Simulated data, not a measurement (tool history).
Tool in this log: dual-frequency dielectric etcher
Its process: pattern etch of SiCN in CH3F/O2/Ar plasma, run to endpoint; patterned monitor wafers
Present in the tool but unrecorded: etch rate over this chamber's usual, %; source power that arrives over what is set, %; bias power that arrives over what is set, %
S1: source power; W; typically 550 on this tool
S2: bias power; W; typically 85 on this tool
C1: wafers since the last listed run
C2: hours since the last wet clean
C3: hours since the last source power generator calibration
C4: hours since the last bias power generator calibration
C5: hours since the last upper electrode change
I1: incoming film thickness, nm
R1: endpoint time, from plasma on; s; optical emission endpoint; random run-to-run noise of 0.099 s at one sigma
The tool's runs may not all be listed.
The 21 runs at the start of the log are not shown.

| run | hour | S1 | S2 | C1 | C2 | C3 | C4 | C5 | I1 | R1 |
|---|---|---|---|---|---|---|---|---|---|---|
| 22 | 876.4 | 460 | 90 | 429 | 267.4 | 2785.5 | 397.1 | 210.6 | 9.10 | 21.5 |
| 23 | 945.2 | 450 | 85 | 1106 | 336.2 | 2854.3 | 465.9 | 279.4 | 9.13 | 22.5 |
| 24 | 990.5 | 670 | 76 | 728 | 381.5 | 2899.6 | 511.2 | 324.7 | 9.07 | 18.5 |
|  | 1061.1 | wet clean of the chamber |
| 25 | 1061.6 | 550 | 91 | 757 | 0.5 | 2970.7 | 582.3 | 395.8 | 9.12 | 18.8 |
|  | 1071.2 | source power generator calibrated |
| 26 | 1129.3 | 460 | 92 | 1024 | 68.2 | 58.1 | 650.0 | 463.5 | 9.08 | 21.0 |
| 27 | 1215.4 | 550 | 72 | 1384 | 154.3 | 144.2 | 736.1 | 549.6 | 9.24 | 21.0 |
| 28 | 1251.0 | 610 | 78 | 572 | 189.9 | 179.8 | 771.7 | 585.2 | 9.16 | 19.3 |
| 29 | 1309.3 | 410 | 75 | 937 | 248.2 | 238.1 | 830.0 | 643.5 | 9.03 | 24.3 |
| 30 | 1338.2 | 650 | 72 | 464 | 277.1 | 267.0 | 858.9 | 672.4 | 9.04 | 19.2 |
| 31 | 1376.1 | 440 | 94 | 609 | 315.0 | 304.9 | 896.8 | 710.3 | 9.14 | 22.1 |
| 32 | 1432.6 | 450 | 85 | 908 | 371.5 | 361.4 | 953.3 | 766.8 | 9.19 | 22.9 |
| 33 | 1496.2 | 550 | 85 | 1022 | 435.1 | 425.0 | 1016.9 | 830.4 | 9.05 | 20.1 |
| 34 | 1524.7 | 660 | 70 | 458 | 463.6 | 453.5 | 1045.4 | 858.9 | 9.03 | 19.4 |
|  | 1581.5 | wet clean of the chamber |
| 35 | 1596.2 | 690 | 95 | 763 | 14.7 | 525.0 | 1116.9 | 930.4 | 9.17 | 16.6 |
| 36 | 1623.4 | 550 | 95 | 437 | 41.9 | 552.2 | 1144.1 | 957.6 | 9.14 | 18.9 |

3 ways to go on from here, each from the tool as it stands after run 36. What would each give?
| A | 1623.8 | 550 | 85 | 6 | 42.3 | 552.6 | 1144.5 | 958.0 | 9.05 | ? |
| B | 1623.8 | 680 | 85 | 6 | 42.3 | 552.6 | 1144.5 | 958.0 | 9.05 | ? |
| C | 1623.8 | 440 | 93 | 6 | 42.3 | 552.6 | 1144.5 | 958.0 | 9.05 | ? |

| run | R1 |
|---|---|
| A | 19.1 |
| B | 17.1 |
| C | 21.0 |
Without the tool's hidden state the same runs would have given:
| run | R1 |
|---|---|
| A | 19.0 |
| B | 17.0 |
| C | 21.0 |
